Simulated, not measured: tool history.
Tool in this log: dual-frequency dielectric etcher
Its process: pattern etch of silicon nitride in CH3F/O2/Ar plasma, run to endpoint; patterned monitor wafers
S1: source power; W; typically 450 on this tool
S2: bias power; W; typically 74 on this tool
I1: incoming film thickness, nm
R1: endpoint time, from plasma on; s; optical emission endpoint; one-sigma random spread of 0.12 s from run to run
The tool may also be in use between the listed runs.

run     day   S1  S2     I1    R1
  1   0.000  450  78  27.48  34.6
  2   1.608  450  74  27.52  35.6
      4.767  -- upper electrode replaced, of another model than before
  3   4.788  450  62  27.46  41.4
  4   5.233  450  62  27.52  41.3
  5   6.783  450  62  27.47  41.3
  6   8.633  450  74  27.48  35.3
  7  10.508  450  74  27.59  35.3
  8  12.171  450  74  27.67  35.2
  9  14.650  370  74  27.59  36.4
 10  15.758  370  74  27.48  36.2
     16.142  -- source power generator calibrated
 11  18.196  450  74  27.42  34.8
     19.988  -- wet clean of the chamber
 12  20.012  410  67  27.37  39.9
 13  21.950  450  74  27.04  35.7
 14  23.217  450  74  27.67  36.3
 15  25.908  450  87  27.32  31.8
 16  27.621  550  83  27.30  31.7
 17  29.967  340  87  27.18  32.9
 18  31.158  450  74  27.72  36.2
 19  34.025  450  74  27.72  36.0
 20  36.829  520  83  27.29  31.4
     40.375  -- bias power generator calibrated
     40.762  -- wet clean of the chamber
 21  44.008  450  74  27.56  36.3

What will run 22 give?
 22  45.754  450  82  27.40   ?

Run 22 gave R1 33.1 s.
The same run, on a tool lacking any hidden state, would have yielded R1 33.3 s.
